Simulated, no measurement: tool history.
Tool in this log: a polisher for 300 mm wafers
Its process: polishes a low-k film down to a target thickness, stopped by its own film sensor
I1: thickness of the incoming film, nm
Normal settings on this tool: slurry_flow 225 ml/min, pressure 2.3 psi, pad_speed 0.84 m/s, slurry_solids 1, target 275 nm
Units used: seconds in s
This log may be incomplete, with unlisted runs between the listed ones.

run 1 hour=0 | slurry_flow=225 pressure=2.3 pad_speed=0.84 slurry_solids=1 target=275 | I1=323.2 | seconds=125.3
run 2 hour=27 | slurry_flow=225 pressure=2.3 pad_speed=0.84 slurry_solids=1 target=275 | I1=325.4 | seconds=133.5
run 3 hour=51.7 | slurry_flow=225 pressure=2.3 pad_speed=0.84 slurry_solids=1 target=275 | I1=324.1 | seconds=129.3
-- hour=80.8 conditioning disc replaced and pad reconditioned
run 4 hour=82.8 | slurry_flow=225 pressure=2.7 pad_speed=0.84 slurry_solids=1 target=275 | I1=323.7 | seconds=117.8
-- hour=89.1 worn pad replaced by a new one
run 5 hour=121.3 | slurry_flow=210 pressure=2.3 pad_speed=0.84 slurry_solids=1 target=275 | I1=318.5 | seconds=112.1
run 6 hour=172.4 | slurry_flow=210 pressure=2.3 pad_speed=0.84 slurry_solids=1 target=275 | I1=322.6 | seconds=131.7
run 7 hour=222.6 | slurry_flow=210 pressure=2.3 pad_speed=0.84 slurry_solids=1 target=275 | I1=322.5 | seconds=135.7
-- hour=229.1 worn pad replaced by a new one
-- hour=234.5 conditioning disc replaced and pad reconditioned
run 8 hour=263.9 | slurry_flow=275 pressure=2.9 pad_speed=0.84 slurry_solids=1 target=275 | I1=320 | seconds=92.9
-- hour=294.7 slurry blender recalibrated
run 9 hour=297.5 | slurry_flow=225 pressure=2.3 pad_speed=0.84 slurry_solids=1 target=275 | I1=316 | seconds=109.7
-- hour=325.9 slurry nozzle cleaned
run 10 hour=329.6 | slurry_flow=225 pressure=2.3 pad_speed=0.72 slurry_solids=1.3 target=291 | I1=323.8 | seconds=96.5
-- hour=355.3 worn pad replaced by a new one
run 11 hour=366.8 | slurry_flow=225 pressure=2.3 pad_speed=0.84 slurry_solids=1 target=281 | I1=323.6 | seconds=106.2
-- hour=386.5 conditioning disc replaced and pad reconditioned
-- hour=405.3 head pressure recalibrated
run 12 hour=418 | slurry_flow=195 pressure=2.3 pad_speed=0.84 slurry_solids=0.75 target=275 | I1=323.2 | seconds=141.1
run 13 hour=452.6 | slurry_flow=225 pressure=1.5 pad_speed=0.84 slurry_solids=1 target=269 | I1=316.3 | seconds=186.1
-- hour=490.5 worn pad replaced by a new one
-- hour=513 conditioning disc replaced and pad reconditioned
run 14 hour=522 | slurry_flow=225 pressure=2.3 pad_speed=0.6 slurry_solids=1 target=267 | I1=322.9 | seconds=189.5
run 15 hour=554.4 | slurry_flow=225 pressure=2.3 pad_speed=0.84 slurry_solids=1 target=275 | I1=322.8 | seconds=127.9
run 16 hour=593.8 | slurry_flow=185 pressure=2.3 pad_speed=0.56 slurry_solids=1.15 target=266 | I1=317 | seconds=186.7
-- hour=615.3 worn pad replaced by a new one
-- hour=616.2 slurry blender recalibrated
run 17 hour=623.6 | slurry_flow=225 pressure=2.3 pad_speed=0.94 slurry_solids=1 target=268 | I1=319.7 | seconds=115.2

What was the tool's hidden state at every run in the log?
slurry flow missing at the pad, %: 0 across all the runs
deviation of the head's pressure from its setpoint, %: 0 across all the runs
abrasive missing from the slurry, %: 0 across all the runs
time polished since the conditioner stopped cutting, s: 0 across all the runs
H1: removal rate lost through wear of the pad, %
run=1 H1=3.88
run=2 H1=6.91
run=3 H1=9.68
run=4 H1=13.2
run=5 H1=4.5
run=6 H1=10.2
run=7 H1=15.9
run=8 H1=5.57
run=9 H1=9.35
run=10 H1=12.9
run=11 H1=1.99
run=12 H1=7.74
run=13 H1=11.6
run=14 H1=4.05
run=15 H1=7.69
run=16 H1=12.1
run=17 H1=1.26
